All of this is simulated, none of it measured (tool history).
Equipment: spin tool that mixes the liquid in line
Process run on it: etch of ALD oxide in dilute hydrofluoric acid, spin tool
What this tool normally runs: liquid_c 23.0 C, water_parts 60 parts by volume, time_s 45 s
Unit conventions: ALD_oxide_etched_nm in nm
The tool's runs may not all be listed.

run,day,liquid_c,water_parts,time_s,"read-back film thickness of the ALD oxide reference wafer, read on the same gauge (nm)",ALD_oxide_etched_nm
1,0.000,26.5,60,50,59.99,10.19
2,1.500,26.5,60,50,60.01,10.14
3,3.454,23.0,60,45,60.06,7.85
4,7.617,23.0,60,45,60.03,7.90
5,10.138,23.0,60,45,60.05,7.90
6,12.733,23.0,60,45,60.01,7.92
7,14.783,23.0,60,45,59.97,7.89
8,17.292,23.0,70,45,60.03,6.69
9,18.950,23.0,70,45,59.96,6.68
10,20.508,27.0,60,40,60.02,8.26
11,23.342,27.0,60,40,60.02,8.27
12,24.708,23.0,60,45,60.01,7.90
13,25.942,20.5,40,60,59.94,14.66
14,28.008,25.5,30,50,59.98,20.27
15,30.233,20.5,70,45,60.04,6.04
16,32.317,27.5,45,30,59.98,8.60
17,33.654,23.0,60,65,59.99,11.41
18,35.075,21.0,70,55,60.00,7.56
19,36.838,23.0,70,45,59.98,6.71
20,39.250,23.0,60,45,60.02,7.90
21,40.958,25.5,50,65,60.06,15.51
22,43.838,23.0,70,45,59.99,6.71

The log once held 3 entries between its listed runs, left out of this copy. Where does each go, and what is different about the tool's unlogged condition between the listed run before it and the listed run after it?
Between runs 6 and 7: gauge calibrated (day 13.867)
  no hidden state differs between the two runs
Between runs 7 and 8: hydrofluoric acid flow meter replaced (day 16.938)
  no hidden state differs between the two runs
Between runs 10 and 11: thermometer replaced (day 21.012)
  no hidden state differs between the two runs

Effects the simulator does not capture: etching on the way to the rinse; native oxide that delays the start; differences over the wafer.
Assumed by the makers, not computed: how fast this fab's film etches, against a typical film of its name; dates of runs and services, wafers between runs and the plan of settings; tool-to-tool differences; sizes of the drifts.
